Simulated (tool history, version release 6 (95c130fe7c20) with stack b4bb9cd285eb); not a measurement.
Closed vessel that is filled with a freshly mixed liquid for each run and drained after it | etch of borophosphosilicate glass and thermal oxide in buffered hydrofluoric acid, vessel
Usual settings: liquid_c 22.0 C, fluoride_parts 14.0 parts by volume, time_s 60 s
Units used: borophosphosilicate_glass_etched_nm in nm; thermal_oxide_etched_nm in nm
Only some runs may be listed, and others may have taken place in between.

run	hour	liquid_c	fluoride_parts	time_s	read-back film thickness of the borophosphosilicate glass reference wafer, read on the same gauge (nm)	read-back film thickness of the thermal oxide reference wafer, read on the same gauge (nm)	borophosphosilicate_glass_etched_nm	thermal_oxide_etched_nm
1	0.0	22.0	14.0	80	50.00	129.99	79.53	68.37
2	10.6	22.0	14.0	80	49.99	129.99	80.31	68.60
3	20.0	22.0	14.0	80	49.97	130.02	79.63	68.99
4	26.0	22.0	11.0	60	49.99	129.99	74.89	64.82
5	37.3	22.0	14.0	60	49.97	130.00	59.98	52.04
6	53.4	23.0	14.0	60	50.01	129.99	63.39	54.82
7	61.1	23.0	14.0	60	49.96	129.98	63.22	54.21
8	72.9	23.0	14.0	60	49.99	130.00	63.39	54.80
9	82.9	22.0	14.0	60	49.99	129.99	59.94	51.72
10	97.1	22.0	14.0	60	49.98	130.00	60.05	51.83
11	104.4	22.0	14.0	60	50.02	130.02	59.88	51.50
12	120.2	26.0	12.0	80	50.01	129.98	115.91	100.18
13	130.0	17.5	17.5	85	50.01	129.99	52.97	45.88
14	140.2	22.0	14.0	90	49.97	130.00	90.26	78.53
# hour 145.3: hydrofluoric acid flow meter replaced
15	152.4	22.0	14.0	60	50.00	130.00	53.48	46.04
16	164.1	25.5	11.5	85	50.02	130.03	110.33	95.44
17	181.9	23.5	10.5	40	50.00	130.02	50.95	44.16
# hour 184.3: thermometer replaced
# hour 188.5: gauge calibrated
18	192.8	22.0	18.5	60	50.02	130.02	40.45	35.20
19	205.4	22.0	14.0	90	50.01	129.99	79.47	69.17
20	220.6	27.0	8.5	95	49.97	130.01	175.19	150.95
21	231.1	22.0	14.0	60	50.00	130.00	53.39	46.33
22	240.9	26.5	14.0	60	50.00	129.98	67.71	58.91

Consider 4 possible next runs. They are alternatives, not a sequence: every one starts from the tool as it was left by run 22. What does each give?
A	241.6	22.0	19.5	60	?	?	?	?
B	241.6	17.5	11.5	60	?	?	?	?
C	241.6	23.5	19.0	35	?	?	?	?
D	241.6	26.0	10.0	30	?	?	?	?

run	read-back film thickness of the borophosphosilicate glass reference wafer, read on the same gauge (nm)	read-back film thickness of the thermal oxide reference wafer, read on the same gauge (nm)	borophosphosilicate_glass_etched_nm	thermal_oxide_etched_nm
A	50.01	130.00	38.33	33.38
B	50.01	130.00	50.31	43.56
C	50.01	130.00	24.90	21.70
D	50.01	130.00	45.68	39.74
Take away the tool's hidden state, keep each run's random variation, and the runs would have read:
run	borophosphosilicate_glass_etched_nm	thermal_oxide_etched_nm
A	37.73	32.86
B	49.53	42.89
C	24.51	21.36
D	45.22	39.34

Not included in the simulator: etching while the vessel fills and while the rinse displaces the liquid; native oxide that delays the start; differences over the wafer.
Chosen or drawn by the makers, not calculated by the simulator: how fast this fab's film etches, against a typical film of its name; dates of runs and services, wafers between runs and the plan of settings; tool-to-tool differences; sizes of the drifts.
